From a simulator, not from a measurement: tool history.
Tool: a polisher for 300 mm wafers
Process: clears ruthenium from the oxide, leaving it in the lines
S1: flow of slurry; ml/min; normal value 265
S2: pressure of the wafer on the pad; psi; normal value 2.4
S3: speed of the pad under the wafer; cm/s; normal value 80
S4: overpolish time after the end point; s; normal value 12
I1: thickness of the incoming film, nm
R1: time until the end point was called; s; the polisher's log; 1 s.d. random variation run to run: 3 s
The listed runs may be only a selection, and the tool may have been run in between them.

run    hour   S1   S2   S3  S4     I1     R1
  1     0.0  265  2.4   86  12  182.2  187.9
  2    68.3  265  2.4   86  12  181.6  192.3
  3   125.7  265  2.4   86  12  179.1  194.6
      184.7  -- worn pad replaced by a new one
  4   197.0  265  2.4  102   7  179.3  157.9
  5   258.5  340  2.4   80  12  182.1  195.5
      369.7  -- slurry nozzle cleaned
      400.8  -- worn pad replaced by a new one
      444.0  -- head pressure recalibrated
  6   447.9  265  2.4   80  16  181.6  192.0
  7   505.3  265  2.4   80  16  182.9  201.6
  8   560.0  265  2.4   80  12  178.6  195.8
  9   589.3  265  2.4   80  12  182.4  203.2
      601.8  -- worn pad replaced by a new one
 10   637.2  265  2.4   70  12  176.5  207.4
 11   751.8  265  2.4   80  12  180.7  201.8
 12   786.5  335  2.4   80  15  180.7  200.4
      790.7  -- worn pad replaced by a new one
 13   844.3  350  2.4   56  15  179.8  243.9
 14   904.6  265  2.4   80  16  182.1  211.4
 15   939.5  265  2.4   98  14  179.9  187.3
 16   965.9  350  2.4   56  15  180.1  261.4
      973.7  -- worn pad replaced by a new one
 17   992.2  335  1.8  106  18  178.4  204.1
 18  1033.9  315  2.6   98   8  179.6  159.9

Forecast each of these 5 alternatives for the next run:
  A  1034.4  265  2.4  96  12  179.6   ?
  B  1034.4  265  2.1  98  16  179.6   ?
  C  1034.4  265  1.8  60  10  179.6   ?
  D  1034.4  180  2.0  80  12  179.6   ?
  E  1034.4  195  2.0  80  17  179.6   ?

run     R1
  A  176.4
  B  198.4
  C  333.7
  D  269.7
  E  263.3
Had the tool no hidden state, the same runs would have come out as:
run     R1
  A  146.3
  B  164.5
  C  276.7
  D  213.2
  E  210.4

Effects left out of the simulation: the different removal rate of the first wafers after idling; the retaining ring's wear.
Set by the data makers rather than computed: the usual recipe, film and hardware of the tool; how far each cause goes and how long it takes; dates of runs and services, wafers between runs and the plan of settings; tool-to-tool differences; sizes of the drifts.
